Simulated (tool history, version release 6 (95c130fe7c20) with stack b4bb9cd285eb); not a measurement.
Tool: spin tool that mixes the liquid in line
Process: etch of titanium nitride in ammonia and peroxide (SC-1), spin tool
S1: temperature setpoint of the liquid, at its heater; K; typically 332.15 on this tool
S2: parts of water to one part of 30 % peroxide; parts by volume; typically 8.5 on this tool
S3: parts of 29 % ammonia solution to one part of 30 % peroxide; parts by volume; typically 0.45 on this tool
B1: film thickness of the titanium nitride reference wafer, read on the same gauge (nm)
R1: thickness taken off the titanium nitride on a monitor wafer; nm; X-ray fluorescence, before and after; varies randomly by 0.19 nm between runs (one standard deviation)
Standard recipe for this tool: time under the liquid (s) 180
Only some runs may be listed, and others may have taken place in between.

{"run": 1, "hour": 0.0, "S1": 332.15, "S2": 10, "S3": 0.45, "time under the liquid (s)": 180, "B1": 109.99, "R1": 15.8}
{"run": 2, "hour": 101.6, "S1": 332.15, "S2": 8.5, "S3": 0.45, "time under the liquid (s)": 180, "B1": 110, "R1": 16.83}
{"hour": 108.6, "done": "gauge calibrated"}
{"hour": 109.0, "done": "ammonia flow meter replaced"}
{"hour": 171.5, "done": "thermometer replaced"}
{"hour": 191.1, "done": "heated supply line repaired"}
{"run": 3, "hour": 199.3, "S1": 340.65, "S2": 12.5, "S3": 0.4, "time under the liquid (s)": 275, "B1": 110.01, "R1": 39.61}
{"run": 4, "hour": 249.0, "S1": 338.15, "S2": 9.5, "S3": 0.6, "time under the liquid (s)": 95, "B1": 110, "R1": 14.41}
{"run": 5, "hour": 346.9, "S1": 332.15, "S2": 8.5, "S3": 0.45, "time under the liquid (s)": 120, "B1": 109.98, "R1": 12.42}
{"run": 6, "hour": 398.1, "S1": 332.15, "S2": 8.5, "S3": 0.35, "time under the liquid (s)": 180, "B1": 110, "R1": 18}
{"run": 7, "hour": 474.4, "S1": 324.15, "S2": 8.5, "S3": 0.45, "time under the liquid (s)": 180, "B1": 109.98, "R1": 11.05}
{"run": 8, "hour": 572.1, "S1": 328.65, "S2": 8.5, "S3": 0.3, "time under the liquid (s)": 180, "B1": 110.01, "R1": 13.67}
{"run": 9, "hour": 641.5, "S1": 332.15, "S2": 5.5, "S3": 0.45, "time under the liquid (s)": 180, "B1": 110.01, "R1": 23.03}
{"run": 10, "hour": 686.3, "S1": 337.65, "S2": 5, "S3": 0.3, "time under the liquid (s)": 275, "B1": 110.01, "R1": 48.2}
{"run": 11, "hour": 725.7, "S1": 332.15, "S2": 8.5, "S3": 0.5, "time under the liquid (s)": 180, "B1": 110, "R1": 18.5}
{"run": 12, "hour": 763.6, "S1": 329.65, "S2": 8.5, "S3": 0.45, "time under the liquid (s)": 180, "B1": 110.02, "R1": 15.45}
{"run": 13, "hour": 830.0, "S1": 332.15, "S2": 8.5, "S3": 0.45, "time under the liquid (s)": 180, "B1": 109.99, "R1": 18.34}
{"run": 14, "hour": 878.5, "S1": 332.15, "S2": 8.5, "S3": 0.45, "time under the liquid (s)": 180, "B1": 110, "R1": 18.47}
{"run": 15, "hour": 960.1, "S1": 326.65, "S2": 5, "S3": 0.6, "time under the liquid (s)": 180, "B1": 110.02, "R1": 17.54}
{"run": 16, "hour": 1033.5, "S1": 324.65, "S2": 8.5, "S3": 0.4, "time under the liquid (s)": 110, "B1": 109.99, "R1": 6.56}
{"run": 17, "hour": 1125.3, "S1": 332.15, "S2": 5, "S3": 0.55, "time under the liquid (s)": 235, "B1": 110.01, "R1": 32.03}
{"hour": 1145.5, "done": "new drum of ammonia solution connected"}
{"run": 18, "hour": 1224.1, "S1": 332.15, "S2": 8.5, "S3": 0.45, "time under the liquid (s)": 180, "B1": 109.99, "R1": 18.12}
{"run": 19, "hour": 1308.6, "S1": 332.15, "S2": 5.5, "S3": 0.45, "time under the liquid (s)": 265, "B1": 110.02, "R1": 33.27}
{"run": 20, "hour": 1401.4, "S1": 332.15, "S2": 8.5, "S3": 0.45, "time under the liquid (s)": 180, "B1": 109.98, "R1": 18.18}
{"run": 21, "hour": 1468.1, "S1": 326.65, "S2": 8.5, "S3": 0.45, "time under the liquid (s)": 240, "B1": 110.01, "R1": 16.83}
{"run": 22, "hour": 1516.6, "S1": 325.65, "S2": 6, "S3": 0.45, "time under the liquid (s)": 90, "B1": 110, "R1": 6.82}
{"run": 23, "hour": 1609.7, "S1": 332.15, "S2": 8.5, "S3": 0.45, "time under the liquid (s)": 180, "B1": 109.98, "R1": 18.06}

The logged runs with the hidden state left out (each run's random variation unchanged):
Hidden state present: liquid hotter than its thermometer reads (K); ammonia flow below the setpoint (%); temperature lost on the way to the wafer (K); ammonia solution weaker than its label (%); gauge reads high (%).
run=1 R1=17.36
run=2 R1=18.54
run=3 R1=39.66
run=4 R1=14.45
run=5 R1=12.49
run=6 R1=18.13
run=7 R1=11.16
run=8 R1=13.84
run=9 R1=23.35
run=10 R1=48.91
run=11 R1=18.8
run=12 R1=15.73
run=13 R1=18.71
run=14 R1=18.86
run=15 R1=17.97
run=16 R1=6.74
run=17 R1=32.95
run=18 R1=18.69
run=19 R1=34.41
run=20 R1=18.85
run=21 R1=17.51
run=22 R1=7.1
run=23 R1=18.84
